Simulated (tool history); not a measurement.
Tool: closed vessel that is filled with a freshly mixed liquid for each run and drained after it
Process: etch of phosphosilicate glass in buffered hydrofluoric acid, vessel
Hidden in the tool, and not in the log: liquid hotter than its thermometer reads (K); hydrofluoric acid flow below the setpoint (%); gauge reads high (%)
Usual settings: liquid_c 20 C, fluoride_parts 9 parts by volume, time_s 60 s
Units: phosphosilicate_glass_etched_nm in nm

| run | hour | liquid_c | fluoride_parts | time_s | wafers since the last listed run | hours since the thermometer was replaced | hours since the hydrofluoric acid flow meter was replaced | hours since the gauge calibration | read-back film thickness of the phosphosilicate glass reference wafer, read on the same gauge (nm) | phosphosilicate_glass_etched_nm |
|---|---|---|---|---|---|---|---|---|---|---|
| 1 | 0 | 20 | 9.5 | 60 | 0 | 2327.5 | 972.5 | 51.7 | 70 | 168.15 |
| 2 | 48.1 | 20 | 9.5 | 60 | 5536 | 2375.6 | 1020.6 | 99.8 | 70 | 167.37 |
| 3 | 116.6 | 20 | 9.5 | 60 | 7884 | 2444.1 | 1089.1 | 168.3 | 70.03 | 167.31 |
| 4 | 188 | 19 | 9 | 60 | 8217 | 2515.5 | 1160.5 | 239.7 | 69.94 | 164.06 |
| 5 | 259.7 | 19 | 9 | 60 | 8252 | 2587.2 | 1232.2 | 311.4 | 69.99 | 164.33 |
| 6 | 284.6 | 21.5 | 9 | 60 | 2865 | 2612.1 | 1257.1 | 336.3 | 69.98 | 186.6 |
| 7 | 332.2 | 21.5 | 9 | 60 | 5478 | 2659.7 | 1304.7 | 383.9 | 70.03 | 188.37 |
| 8 | 390.9 | 20 | 9 | 60 | 6756 | 2718.4 | 1363.4 | 442.6 | 70.05 | 171.64 |
| 9 | 449.5 | 20 | 9 | 85 | 6744 | 2777 | 1422 | 501.2 | 70 | 244.79 |
| 10 | 643.9 | 20 | 9 | 60 | 22374 | 2971.4 | 1616.4 | 695.6 | 70.02 | 174.73 |
| 11 | 670.2 | 20 | 6 | 35 | 3027 | 2997.7 | 1642.7 | 721.9 | 69.98 | 151.32 |
|  | 684.4 | hydrofluoric acid flow meter replaced |
| 12 | 700.1 | 17 | 12.5 | 90 | 3326 | 3027.6 | 15.7 | 751.8 | 69.99 | 165.36 |
| 13 | 771.8 | 20 | 9 | 60 | 8252 | 3099.3 | 87.4 | 823.5 | 70.03 | 173.2 |
|  | 774 | gauge calibrated |
|  | 836.1 | thermometer replaced |
| 14 | 852 | 20 | 9 | 40 | 9115 | 15.9 | 167.6 | 78 | 70.03 | 115.96 |
| 15 | 1063.1 | 20 | 11 | 50 | 24296 | 227 | 378.7 | 289.1 | 69.93 | 123.39 |
| 16 | 1130.4 | 20 | 9.5 | 60 | 7745 | 294.3 | 446 | 356.4 | 70 | 167.18 |
| 17 | 1192.3 | 24.5 | 6 | 30 | 7124 | 356.2 | 507.9 | 418.3 | 69.96 | 166.75 |

Forecast each of these 3 alternatives for the next run:
| A | 1193 | 20 | 9 | 50 | 80 | 356.9 | 508.6 | 419 | ? | ? |
| B | 1193 | 20 | 10.5 | 60 | 80 | 356.9 | 508.6 | 419 | ? | ? |
| C | 1193 | 23 | 12 | 45 | 80 | 356.9 | 508.6 | 419 | ? | ? |

| run | read-back film thickness of the phosphosilicate glass reference wafer, read on the same gauge (nm) | phosphosilicate_glass_etched_nm |
|---|---|---|
| A | 69.96 | 143.04 |
| B | 69.96 | 153.17 |
| C | 69.96 | 119.09 |
Without the tool's hidden state the same runs would have given:
| run | phosphosilicate_glass_etched_nm |
|---|---|
| A | 143.04 |
| B | 153.17 |
| C | 119.09 |
